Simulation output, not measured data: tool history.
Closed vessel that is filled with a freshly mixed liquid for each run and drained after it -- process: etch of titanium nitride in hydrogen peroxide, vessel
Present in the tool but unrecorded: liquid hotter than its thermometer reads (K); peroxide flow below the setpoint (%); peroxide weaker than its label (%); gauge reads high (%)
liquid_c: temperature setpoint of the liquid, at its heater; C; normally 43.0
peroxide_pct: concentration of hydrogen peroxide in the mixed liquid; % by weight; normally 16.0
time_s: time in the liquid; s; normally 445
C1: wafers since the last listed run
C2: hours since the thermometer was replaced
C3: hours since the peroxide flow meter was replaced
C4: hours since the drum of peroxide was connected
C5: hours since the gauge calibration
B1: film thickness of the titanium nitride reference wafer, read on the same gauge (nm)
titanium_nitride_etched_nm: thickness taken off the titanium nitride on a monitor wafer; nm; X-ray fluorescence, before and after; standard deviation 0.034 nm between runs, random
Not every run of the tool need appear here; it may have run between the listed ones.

run 1 hour=0.0 | liquid_c=43.0 peroxide_pct=12.5 time_s=445 | C1=0 C2=851.5 C3=498.7 C4=131.8 C5=1435.3 | B1=141.93 | titanium_nitride_etched_nm=8.66
-- hour=28.7 gauge calibrated
run 2 hour=55.3 | liquid_c=46.0 peroxide_pct=19.5 time_s=445 | C1=4533 C2=906.8 C3=554.0 C4=187.1 C5=26.6 | B1=140.25 | titanium_nitride_etched_nm=11.72
run 3 hour=89.0 | liquid_c=43.0 peroxide_pct=16.0 time_s=445 | C1=2762 C2=940.5 C3=587.7 C4=220.8 C5=60.3 | B1=140.26 | titanium_nitride_etched_nm=8.92
run 4 hour=126.1 | liquid_c=43.0 peroxide_pct=16.0 time_s=445 | C1=3041 C2=977.6 C3=624.8 C4=257.9 C5=97.4 | B1=140.26 | titanium_nitride_etched_nm=8.96
run 5 hour=160.7 | liquid_c=43.0 peroxide_pct=16.0 time_s=445 | C1=2836 C2=1012.2 C3=659.4 C4=292.5 C5=132.0 | B1=140.28 | titanium_nitride_etched_nm=8.98
run 6 hour=226.6 | liquid_c=39.5 peroxide_pct=16.0 time_s=445 | C1=5402 C2=1078.1 C3=725.3 C4=358.4 C5=197.9 | B1=140.30 | titanium_nitride_etched_nm=6.84
run 7 hour=263.0 | liquid_c=39.5 peroxide_pct=16.0 time_s=445 | C1=2983 C2=1114.5 C3=761.7 C4=394.8 C5=234.3 | B1=140.31 | titanium_nitride_etched_nm=6.87
-- hour=316.8 peroxide flow meter replaced
run 8 hour=319.1 | liquid_c=43.0 peroxide_pct=16.0 time_s=445 | C1=4516 C2=1170.6 C3=2.3 C4=450.9 C5=290.4 | B1=140.31 | titanium_nitride_etched_nm=8.98
-- hour=379.4 new drum of peroxide connected
run 9 hour=383.2 | liquid_c=43.0 peroxide_pct=16.0 time_s=445 | C1=5172 C2=1234.7 C3=66.4 C4=3.8 C5=354.5 | B1=140.37 | titanium_nitride_etched_nm=8.97
run 10 hour=425.0 | liquid_c=33.0 peroxide_pct=16.0 time_s=670 | C1=3426 C2=1276.5 C3=108.2 C4=45.6 C5=396.3 | B1=140.43 | titanium_nitride_etched_nm=6.20
run 11 hour=466.0 | liquid_c=43.0 peroxide_pct=12.5 time_s=650 | C1=3360 C2=1317.5 C3=149.2 C4=86.6 C5=437.3 | B1=140.45 | titanium_nitride_etched_nm=12.52
run 12 hour=515.5 | liquid_c=46.5 peroxide_pct=12.0 time_s=590 | C1=4057 C2=1367.0 C3=198.7 C4=136.1 C5=486.8 | B1=140.50 | titanium_nitride_etched_nm=14.50
run 13 hour=580.8 | liquid_c=43.0 peroxide_pct=19.5 time_s=325 | C1=5352 C2=1432.3 C3=264.0 C4=201.4 C5=552.1 | B1=140.56 | titanium_nitride_etched_nm=6.82
run 14 hour=637.2 | liquid_c=43.0 peroxide_pct=16.0 time_s=445 | C1=4623 C2=1488.7 C3=320.4 C4=257.8 C5=608.5 | B1=140.65 | titanium_nitride_etched_nm=8.99
-- hour=668.2 thermometer replaced
run 15 hour=683.1 | liquid_c=35.0 peroxide_pct=19.5 time_s=605 | C1=3680 C2=14.9 C3=366.3 C4=303.7 C5=654.4 | B1=140.68 | titanium_nitride_etched_nm=6.91
run 16 hour=732.5 | liquid_c=38.5 peroxide_pct=13.0 time_s=515 | C1=4049 C2=64.3 C3=415.7 C4=353.1 C5=703.8 | B1=140.78 | titanium_nitride_etched_nm=7.09
run 17 hour=788.6 | liquid_c=52.0 peroxide_pct=20.0 time_s=325 | C1=4598 C2=120.4 C3=471.8 C4=409.2 C5=759.9 | B1=140.85 | titanium_nitride_etched_nm=13.34
run 18 hour=844.0 | liquid_c=43.0 peroxide_pct=14.5 time_s=655 | C1=4541 C2=175.8 C3=527.2 C4=464.6 C5=815.3 | B1=140.96 | titanium_nitride_etched_nm=12.88
-- hour=867.4 new drum of peroxide connected
run 19 hour=891.7 | liquid_c=43.0 peroxide_pct=19.0 time_s=445 | C1=3828 C2=223.5 C3=574.9 C4=24.3 C5=863.0 | B1=141.04 | titanium_nitride_etched_nm=9.35
run 20 hour=960.8 | liquid_c=50.0 peroxide_pct=18.5 time_s=210 | C1=5664 C2=292.6 C3=644.0 C4=93.4 C5=932.1 | B1=141.16 | titanium_nitride_etched_nm=7.42
run 21 hour=991.0 | liquid_c=43.0 peroxide_pct=19.5 time_s=325 | C1=2475 C2=322.8 C3=674.2 C4=123.6 C5=962.3 | B1=141.22 | titanium_nitride_etched_nm=6.89
run 22 hour=1045.2 | liquid_c=52.5 peroxide_pct=17.5 time_s=585 | C1=4442 C2=377.0 C3=728.4 C4=177.8 C5=1016.5 | B1=141.34 | titanium_nitride_etched_nm=24.30
run 23 hour=1107.5 | liquid_c=43.0 peroxide_pct=16.0 time_s=445 | C1=5106 C2=439.3 C3=790.7 C4=240.1 C5=1078.8 | B1=141.47 | titanium_nitride_etched_nm=9.02
run 24 hour=1149.4 | liquid_c=43.0 peroxide_pct=16.0 time_s=445 | C1=3434 C2=481.2 C3=832.6 C4=282.0 C5=1120.7 | B1=141.57 | titanium_nitride_etched_nm=9.08
run 25 hour=1181.3 | liquid_c=43.0 peroxide_pct=16.0 time_s=445 | C1=2614 C2=513.1 C3=864.5 C4=313.9 C5=1152.6 | B1=141.65 | titanium_nitride_etched_nm=9.08
-- hour=1234.4 peroxide flow meter replaced
run 26 hour=1244.7 | liquid_c=46.5 peroxide_pct=13.5 time_s=205 | C1=5115 C2=576.5 C3=10.3 C4=377.3 C5=1216.0 | B1=141.79 | titanium_nitride_etched_nm=5.19
run 27 hour=1294.7 | liquid_c=35.0 peroxide_pct=12.5 time_s=445 | C1=4098 C2=626.5 C3=60.3 C4=427.3 C5=1266.0 | B1=141.92 | titanium_nitride_etched_nm=4.64
run 28 hour=1339.3 | liquid_c=46.0 peroxide_pct=19.0 time_s=525 | C1=3656 C2=671.1 C3=104.9 C4=471.9 C5=1310.6 | B1=142.05 | titanium_nitride_etched_nm=13.89
-- hour=1371.5 new drum of peroxide connected
run 29 hour=1393.6 | liquid_c=43.0 peroxide_pct=16.0 time_s=445 | C1=4369 C2=725.4 C3=159.2 C4=22.1 C5=1364.9 | B1=142.19 | titanium_nitride_etched_nm=9.06

4 options for the next run, each taken on its own from the tool as it stands now. Forecast them:
run A hour=1394.4 | liquid_c=43.0 peroxide_pct=16.0 time_s=445 | C1=65 C2=726.2 C3=160.0 C4=22.9 C5=1365.7 | B1=? | titanium_nitride_etched_nm=?
run B hour=1394.4 | liquid_c=43.0 peroxide_pct=20.0 time_s=445 | C1=65 C2=726.2 C3=160.0 C4=22.9 C5=1365.7 | B1=? | titanium_nitride_etched_nm=?
run C hour=1394.4 | liquid_c=43.0 peroxide_pct=18.5 time_s=220 | C1=65 C2=726.2 C3=160.0 C4=22.9 C5=1365.7 | B1=? | titanium_nitride_etched_nm=?
run D hour=1394.4 | liquid_c=36.5 peroxide_pct=16.0 time_s=445 | C1=65 C2=726.2 C3=160.0 C4=22.9 C5=1365.7 | B1=? | titanium_nitride_etched_nm=?

run=A B1=142.22 titanium_nitride_etched_nm=9.16
run=B B1=142.22 titanium_nitride_etched_nm=9.60
run=C B1=142.22 titanium_nitride_etched_nm=4.67
run=D B1=142.22 titanium_nitride_etched_nm=5.55
With no hidden state in the tool, these same runs would have given:
run=A titanium_nitride_etched_nm=9.02
run=B titanium_nitride_etched_nm=9.45
run=C titanium_nitride_etched_nm=4.60
run=D titanium_nitride_etched_nm=5.46
